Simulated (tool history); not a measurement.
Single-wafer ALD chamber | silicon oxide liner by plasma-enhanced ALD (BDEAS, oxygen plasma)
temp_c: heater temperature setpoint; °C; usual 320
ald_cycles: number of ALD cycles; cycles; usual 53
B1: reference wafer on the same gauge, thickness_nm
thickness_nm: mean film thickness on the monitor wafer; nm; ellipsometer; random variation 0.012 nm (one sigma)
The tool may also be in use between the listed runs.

{"run": 1, "hour": 0.0, "temp_c": 320, "ald_cycles": 53, "B1": 4.036, "thickness_nm": 4.91}
{"run": 2, "hour": 89.4, "temp_c": 320, "ald_cycles": 53, "B1": 4.036, "thickness_nm": 4.9}
{"run": 3, "hour": 128.6, "temp_c": 320, "ald_cycles": 53, "B1": 4.033, "thickness_nm": 4.895}
{"run": 4, "hour": 166.9, "temp_c": 310, "ald_cycles": 53, "B1": 4.034, "thickness_nm": 4.957}
{"run": 5, "hour": 235.3, "temp_c": 310, "ald_cycles": 53, "B1": 4.031, "thickness_nm": 4.969}
{"run": 6, "hour": 329.5, "temp_c": 320, "ald_cycles": 53, "B1": 4.03, "thickness_nm": 4.903}
{"run": 7, "hour": 420.9, "temp_c": 320, "ald_cycles": 53, "B1": 4.025, "thickness_nm": 4.912}
{"run": 8, "hour": 463.4, "temp_c": 315, "ald_cycles": 50, "B1": 4.022, "thickness_nm": 4.653}
{"run": 9, "hour": 527.1, "temp_c": 315, "ald_cycles": 50, "B1": 4.024, "thickness_nm": 4.644}
{"run": 10, "hour": 625.0, "temp_c": 320, "ald_cycles": 53, "B1": 4.021, "thickness_nm": 4.878}
{"run": 11, "hour": 698.7, "temp_c": 320, "ald_cycles": 53, "B1": 4.019, "thickness_nm": 4.876}
{"run": 12, "hour": 743.1, "temp_c": 320, "ald_cycles": 53, "B1": 4.018, "thickness_nm": 4.899}
{"run": 13, "hour": 799.9, "temp_c": 320, "ald_cycles": 53, "B1": 4.017, "thickness_nm": 4.878}
{"run": 14, "hour": 876.7, "temp_c": 320, "ald_cycles": 53, "B1": 4.014, "thickness_nm": 4.863}
{"run": 15, "hour": 930.1, "temp_c": 320, "ald_cycles": 53, "B1": 4.013, "thickness_nm": 4.866}
{"run": 16, "hour": 974.1, "temp_c": 320, "ald_cycles": 53, "B1": 4.01, "thickness_nm": 4.895}
{"run": 17, "hour": 1022.1, "temp_c": 320, "ald_cycles": 53, "B1": 4.01, "thickness_nm": 4.894}
{"run": 18, "hour": 1103.2, "temp_c": 320, "ald_cycles": 53, "B1": 4.007, "thickness_nm": 4.875}
{"run": 19, "hour": 1152.4, "temp_c": 320, "ald_cycles": 53, "B1": 4.009, "thickness_nm": 4.891}
{"run": 20, "hour": 1205.2, "temp_c": 320, "ald_cycles": 45, "B1": 4.006, "thickness_nm": 4.114}
{"run": 21, "hour": 1277.1, "temp_c": 320, "ald_cycles": 45, "B1": 4.003, "thickness_nm": 4.127}
{"run": 22, "hour": 1322.9, "temp_c": 320, "ald_cycles": 53, "B1": 4.002, "thickness_nm": 4.875}
{"run": 23, "hour": 1393.3, "temp_c": 320, "ald_cycles": 53, "B1": 4, "thickness_nm": 4.867}
{"run": 24, "hour": 1435.3, "temp_c": 325, "ald_cycles": 49, "B1": 4.001, "thickness_nm": 4.471}
{"run": 25, "hour": 1483.3, "temp_c": 315, "ald_cycles": 44, "B1": 3.999, "thickness_nm": 4.07}
{"hour": 1717.3, "done": "gauge calibrated"}
{"run": 26, "hour": 1747.0, "temp_c": 320, "ald_cycles": 53, "B1": 4.083, "thickness_nm": 4.954}
{"run": 27, "hour": 2063.4, "temp_c": 325, "ald_cycles": 64, "B1": 4.077, "thickness_nm": 5.944}
{"run": 28, "hour": 2168.7, "temp_c": 315, "ald_cycles": 57, "B1": 4.073, "thickness_nm": 5.353}
{"run": 29, "hour": 2265.2, "temp_c": 306, "ald_cycles": 42, "B1": 4.069, "thickness_nm": 3.998}
{"run": 30, "hour": 2305.5, "temp_c": 312, "ald_cycles": 62, "B1": 4.07, "thickness_nm": 5.842}
{"run": 31, "hour": 2388.7, "temp_c": 310, "ald_cycles": 45, "B1": 4.067, "thickness_nm": 4.239}
{"hour": 2415.8, "done": "thermocouple changed; heater temperature recalibrated"}
{"run": 32, "hour": 2482.5, "temp_c": 315, "ald_cycles": 48, "B1": 4.064, "thickness_nm": 4.51}
{"run": 33, "hour": 2584.8, "temp_c": 320, "ald_cycles": 53, "B1": 4.063, "thickness_nm": 4.946}
{"run": 34, "hour": 2793.8, "temp_c": 320, "ald_cycles": 53, "B1": 4.058, "thickness_nm": 4.924}
{"run": 35, "hour": 2880.6, "temp_c": 329, "ald_cycles": 43, "B1": 4.057, "thickness_nm": 3.96}
{"run": 36, "hour": 2985.3, "temp_c": 320, "ald_cycles": 46, "B1": 4.049, "thickness_nm": 4.287}
{"run": 37, "hour": 3084.4, "temp_c": 315, "ald_cycles": 50, "B1": 4.05, "thickness_nm": 4.681}
{"run": 38, "hour": 3151.0, "temp_c": 332, "ald_cycles": 59, "B1": 4.048, "thickness_nm": 5.389}
{"run": 39, "hour": 3187.9, "temp_c": 315, "ald_cycles": 48, "B1": 4.049, "thickness_nm": 4.476}
{"run": 40, "hour": 3253.5, "temp_c": 320, "ald_cycles": 47, "B1": 4.045, "thickness_nm": 4.378}
{"run": 41, "hour": 3329.0, "temp_c": 320, "ald_cycles": 53, "B1": 4.041, "thickness_nm": 4.93}
{"run": 42, "hour": 3384.6, "temp_c": 320, "ald_cycles": 53, "B1": 4.04, "thickness_nm": 4.914}
{"run": 43, "hour": 3429.7, "temp_c": 309, "ald_cycles": 58, "B1": 4.041, "thickness_nm": 5.446}

5 ways to go on from here, each from the tool as it stands after run 43. What would each give?
{"run": "A", "hour": 3430.2, "temp_c": 320, "ald_cycles": 53, "B1": "?", "thickness_nm": "?"}
{"run": "B", "hour": 3430.2, "temp_c": 313, "ald_cycles": 44, "B1": "?", "thickness_nm": "?"}
{"run": "C", "hour": 3430.2, "temp_c": 314, "ald_cycles": 44, "B1": "?", "thickness_nm": "?"}
{"run": "D", "hour": 3430.2, "temp_c": 333, "ald_cycles": 62, "B1": "?", "thickness_nm": "?"}
{"run": "E", "hour": 3430.2, "temp_c": 320, "ald_cycles": 58, "B1": "?", "thickness_nm": "?"}

run=A B1=4.042 thickness_nm=4.918
run=B B1=4.042 thickness_nm=4.119
run=C B1=4.042 thickness_nm=4.114
run=D B1=4.042 thickness_nm=5.658
run=E B1=4.042 thickness_nm=5.382
Without the tool's hidden state the same runs would have given:
run=A thickness_nm=4.965
run=B thickness_nm=4.158
run=C thickness_nm=4.153
run=D thickness_nm=5.712
run=E thickness_nm=5.433
